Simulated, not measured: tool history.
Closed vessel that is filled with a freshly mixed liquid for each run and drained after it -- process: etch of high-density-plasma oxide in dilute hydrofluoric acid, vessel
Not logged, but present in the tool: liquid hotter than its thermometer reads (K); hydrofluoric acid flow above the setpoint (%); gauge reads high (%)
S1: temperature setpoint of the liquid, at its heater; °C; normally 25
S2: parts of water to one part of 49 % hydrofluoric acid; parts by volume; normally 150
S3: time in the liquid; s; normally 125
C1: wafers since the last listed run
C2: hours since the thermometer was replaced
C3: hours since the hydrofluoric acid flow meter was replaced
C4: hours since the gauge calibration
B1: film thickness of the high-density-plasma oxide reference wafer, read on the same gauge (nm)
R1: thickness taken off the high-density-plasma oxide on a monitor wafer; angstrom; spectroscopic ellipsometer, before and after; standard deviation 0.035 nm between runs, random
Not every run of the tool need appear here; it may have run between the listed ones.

run    hour    S1   S2   S3     C1      C2     C3      C4     B1     R1
  1       0    25  150  125      0  1636.3  356.6  1205.7  80.01   88.9
  2    94.9    25  150  125   6502  1731.2  451.5  1300.6     80   89.1
  3   141.4    25  150  125   3186  1777.7    498  1347.1  79.98     90
  4   214.9    25  150  125   5036  1851.2  571.5  1420.6  80.01   89.7
  5   263.7    25  115  125   3343    1900  620.3  1469.4  80.01  122.1
      294.6  -- hydrofluoric acid flow meter replaced
  6   319.3    25  150  125   3741  1955.6   24.7    1525     80   88.5
  7   392.8    24  150  125   5036  2029.1   98.2  1598.5  79.99   84.8
  8   477.2    24  150  125   5783  2113.5  182.6  1682.9  79.99   85.5
  9   532.3    27  150  125   3775  2168.6  237.7    1738     80   95.9
 10   603.3    27  150  125   4864  2239.6  308.7    1809     80     96
      657.2  -- thermometer replaced
 11   686.4    27  150  125   5625    29.2  391.8  1892.1     80   97.1
 12   818.2    28  105  125   9030     161  523.6  2023.9  79.98  152.1
 13   904.3    28  105  125   5899   247.1  609.7    2110     80  152.2
 14   964.7    28  105  125   4138   307.5  670.1  2170.4     80    152
       1020  -- hydrofluoric acid flow meter replaced
 15  1046.8    25  100  125   5556   389.6   26.8  2252.5  79.98  139.7
 16  1137.8  23.5  150  125   6235   480.6  117.8  2343.5  80.01   83.2
 17    1177  26.5  190  180   2685   519.8    157  2382.7  79.99  100.4
 18  1216.2  20.5  220   70   2685     559  196.2  2421.9  79.98   26.3
 19    1271  29.5  150  125   3754   613.8    251  2476.7  79.98  104.5
 20  1341.5    25  180  125   4830   684.3  321.5  2547.2     80   71.4
 21  1513.1    25  175  125  11757   855.9  493.1  2718.8  79.98   74.3
 22  1580.7    25  130  125   4631   923.5  560.7  2786.4  80.01  106.4
     1624.9  -- gauge calibrated
 23  1684.2    25   80   70   7091    1027  664.2    59.3  79.97  102.4
 24  1758.1    25  130   60   5063  1100.9  738.1   133.2     80     51
     1770.4  -- hydrofluoric acid flow meter replaced
 25  1865.1    25  120  145   7263  1207.9   94.7   240.2  79.97    132
 26  1957.9    25  120  145   6358  1300.7  187.5     333  80.02  132.2
 27  2036.9    25  125  125   5413  1379.7  266.5     412     80  109.9
 28  2121.2    25  150  125   5776    1464  350.8   496.3  79.98   89.4
 29  2206.6  29.5  175   75   5851  1549.4  436.2   581.7  80.01   52.8
 30  2284.4    25  225  125   5330  1627.2    514   659.5     80   54.8
 31  2344.2    25  150  125   4097    1687  573.8   719.3     80   89.6
 32  2410.8    25   80   95   4563  1753.6  640.4   785.9  79.99  138.5

Below, some changes in R1 between adjacent runs. For each, the amount present without the hidden state too (settings, incoming material, random variation) and the amount remaining for the hidden state with gauge scatter not shared by both compared results:
Run 5 -> 6: S2 115 -> 150, hydrofluoric acid flow meter replaced. R1 -33.6 angstrom: hidden state -2.2, all else -31.4.
Run 11 -> 12: S1 27 -> 28, S2 150 -> 105. R1 +55 angstrom: hidden state +1.7, all else +53.3.
Run 14 -> 15: S1 28 -> 25, S2 105 -> 100, hydrofluoric acid flow meter replaced. R1 -12.3 angstrom: hidden state -4.3, all else -8.
Run 17 -> 18: S1 26.5 -> 20.5, S2 190 -> 220, S3 180 -> 70. R1 -74.1 angstrom: hidden state -0.7, all else -73.4.
Run 18 -> 19: S1 20.5 -> 29.5, S2 220 -> 150, S3 70 -> 125. R1 +78.2 angstrom: hidden state +1, all else +77.2.
Run 24 -> 25: S2 130 -> 120, S3 60 -> 145, hydrofluoric acid flow meter replaced. R1 +81 angstrom: hidden state -0.5, all else +81.5.
